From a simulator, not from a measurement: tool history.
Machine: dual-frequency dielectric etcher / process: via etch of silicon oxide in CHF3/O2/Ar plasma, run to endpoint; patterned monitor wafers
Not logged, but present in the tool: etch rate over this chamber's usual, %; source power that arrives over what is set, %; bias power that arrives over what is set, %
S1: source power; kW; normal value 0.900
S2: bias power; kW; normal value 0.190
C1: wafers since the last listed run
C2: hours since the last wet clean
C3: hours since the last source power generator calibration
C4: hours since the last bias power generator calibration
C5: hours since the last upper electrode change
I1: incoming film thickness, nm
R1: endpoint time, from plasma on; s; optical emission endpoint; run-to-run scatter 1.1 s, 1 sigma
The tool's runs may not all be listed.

run,hour,S1,S2,C1,C2,C3,C4,C5,I1,R1
1,0.0,0.900,0.203,0,314.6,3750.4,2344.8,3755.6,573.1,243.6
2,15.4,0.900,0.190,47,330.0,3765.8,2360.2,3771.0,567.2,247.0
3,26.2,0.980,0.156,33,340.8,3776.6,2371.0,3781.8,567.8,252.2
4,35.2,0.900,0.190,27,349.8,3785.6,2380.0,3790.8,565.7,247.4
5,45.6,0.900,0.190,31,360.2,3796.0,2390.4,3801.2,568.7,249.7
6,57.4,0.900,0.190,36,372.0,3807.8,2402.2,3813.0,571.5,250.0
7,72.7,0.900,0.190,46,387.3,3823.1,2417.5,3828.3,565.5,247.9
# hour 111.6: wet clean of the chamber
# hour 112.2: source power generator calibrated
8,112.7,0.900,0.190,47,1.1,0.5,2457.5,3868.3,572.3,236.2
9,113.1,0.900,0.190,1,1.5,0.9,2457.9,3868.7,567.3,233.9
10,116.5,0.790,0.213,10,4.9,4.3,2461.3,3872.1,573.8,239.2
11,125.9,1.070,0.224,28,14.3,13.7,2470.7,3881.5,563.7,213.0
# hour 137.0: bias power generator calibrated
# hour 150.3: upper electrode replaced
12,150.8,0.980,0.190,23,39.2,38.6,13.8,0.5,571.3,234.6
13,151.2,0.680,0.147,1,39.6,39.0,14.2,0.9,570.3,273.3
14,200.6,1.110,0.220,151,89.0,88.4,63.6,50.3,564.3,212.7

Predict each of these 4 candidate next runs independently; none follows another, all start after run 14:
A,201.1,0.900,0.208,1,89.5,88.9,64.1,50.8,571.8,?
B,201.1,0.900,0.230,1,89.5,88.9,64.1,50.8,571.8,?
C,201.1,0.720,0.169,1,89.5,88.9,64.1,50.8,571.8,?
D,201.1,0.800,0.190,1,89.5,88.9,64.1,50.8,571.8,?

run,R1
A,234.0
B,227.6
C,262.3
D,247.5
Had the tool no hidden state, the same runs would have come out as:
run,R1
A,232.3
B,226.0
C,260.4
D,245.7

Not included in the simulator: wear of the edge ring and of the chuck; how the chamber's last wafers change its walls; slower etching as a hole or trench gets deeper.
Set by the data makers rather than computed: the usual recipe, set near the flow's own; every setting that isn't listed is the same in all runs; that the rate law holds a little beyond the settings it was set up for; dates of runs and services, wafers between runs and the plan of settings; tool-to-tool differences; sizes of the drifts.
